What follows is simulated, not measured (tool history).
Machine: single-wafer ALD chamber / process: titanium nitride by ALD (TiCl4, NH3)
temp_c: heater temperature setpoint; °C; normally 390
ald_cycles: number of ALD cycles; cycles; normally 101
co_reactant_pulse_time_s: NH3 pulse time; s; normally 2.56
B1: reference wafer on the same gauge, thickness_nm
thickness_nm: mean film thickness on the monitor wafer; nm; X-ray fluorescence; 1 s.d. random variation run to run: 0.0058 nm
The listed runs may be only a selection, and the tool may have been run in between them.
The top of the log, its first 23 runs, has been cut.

{"run": 24, "hour": 518.5, "temp_c": 390, "ald_cycles": 101, "co_reactant_pulse_time_s": 2.56, "B1": 2.573, "thickness_nm": 2.321}
{"run": 25, "hour": 540.8, "temp_c": 390, "ald_cycles": 88, "co_reactant_pulse_time_s": 3.09, "B1": 2.57, "thickness_nm": 2.055}
{"run": 26, "hour": 553.0, "temp_c": 380, "ald_cycles": 121, "co_reactant_pulse_time_s": 2.98, "B1": 2.57, "thickness_nm": 2.795}
{"run": 27, "hour": 580.8, "temp_c": 394, "ald_cycles": 108, "co_reactant_pulse_time_s": 3.14, "B1": 2.57, "thickness_nm": 2.532}
{"run": 28, "hour": 596.7, "temp_c": 390, "ald_cycles": 114, "co_reactant_pulse_time_s": 2.56, "B1": 2.567, "thickness_nm": 2.626}
{"hour": 615.0, "done": "thermocouple changed; heater temperature recalibrated"}
{"run": 29, "hour": 616.9, "temp_c": 390, "ald_cycles": 101, "co_reactant_pulse_time_s": 2.56, "B1": 2.568, "thickness_nm": 2.325}
{"run": 30, "hour": 642.6, "temp_c": 390, "ald_cycles": 120, "co_reactant_pulse_time_s": 1.66, "B1": 2.564, "thickness_nm": 2.655}
{"run": 31, "hour": 658.0, "temp_c": 390, "ald_cycles": 120, "co_reactant_pulse_time_s": 2.17, "B1": 2.563, "thickness_nm": 2.724}
{"run": 32, "hour": 675.7, "temp_c": 390, "ald_cycles": 101, "co_reactant_pulse_time_s": 2.56, "B1": 2.564, "thickness_nm": 2.325}
{"run": 33, "hour": 707.2, "temp_c": 380, "ald_cycles": 119, "co_reactant_pulse_time_s": 3.06, "B1": 2.562, "thickness_nm": 2.737}
{"run": 34, "hour": 736.0, "temp_c": 397, "ald_cycles": 120, "co_reactant_pulse_time_s": 1.67, "B1": 2.56, "thickness_nm": 2.678}
{"run": 35, "hour": 749.5, "temp_c": 390, "ald_cycles": 107, "co_reactant_pulse_time_s": 2.56, "B1": 2.56, "thickness_nm": 2.451}
{"run": 36, "hour": 781.9, "temp_c": 378, "ald_cycles": 114, "co_reactant_pulse_time_s": 1.92, "B1": 2.556, "thickness_nm": 2.514}
{"run": 37, "hour": 803.8, "temp_c": 404, "ald_cycles": 101, "co_reactant_pulse_time_s": 2.56, "B1": 2.556, "thickness_nm": 2.329}
{"run": 38, "hour": 824.6, "temp_c": 398, "ald_cycles": 101, "co_reactant_pulse_time_s": 1.64, "B1": 2.553, "thickness_nm": 2.246}
{"run": 39, "hour": 846.1, "temp_c": 390, "ald_cycles": 88, "co_reactant_pulse_time_s": 2.56, "B1": 2.552, "thickness_nm": 2.013}

Below are 5 alternative next runs, each starting from the tool's condition after run 39. Predict each:
{"run": "A", "hour": 846.7, "temp_c": 390, "ald_cycles": 84, "co_reactant_pulse_time_s": 2.56, "B1": "?", "thickness_nm": "?"}
{"run": "B", "hour": 846.7, "temp_c": 383, "ald_cycles": 101, "co_reactant_pulse_time_s": 3.46, "B1": "?", "thickness_nm": "?"}
{"run": "C", "hour": 846.7, "temp_c": 379, "ald_cycles": 101, "co_reactant_pulse_time_s": 2.56, "B1": "?", "thickness_nm": "?"}
{"run": "D", "hour": 846.7, "temp_c": 377, "ald_cycles": 101, "co_reactant_pulse_time_s": 2.56, "B1": "?", "thickness_nm": "?"}
{"run": "E", "hour": 846.7, "temp_c": 384, "ald_cycles": 101, "co_reactant_pulse_time_s": 2.56, "B1": "?", "thickness_nm": "?"}

run=A B1=2.551 thickness_nm=1.919
run=B B1=2.551 thickness_nm=2.336
run=C B1=2.551 thickness_nm=2.286
run=D B1=2.551 thickness_nm=2.283
run=E B1=2.551 thickness_nm=2.296
The same runs, with their run-to-run variation unchanged, on a tool lacking any hidden condition would have given:
run=A thickness_nm=1.933
run=B thickness_nm=2.353
run=C thickness_nm=2.304
run=D thickness_nm=2.3
run=E thickness_nm=2.313
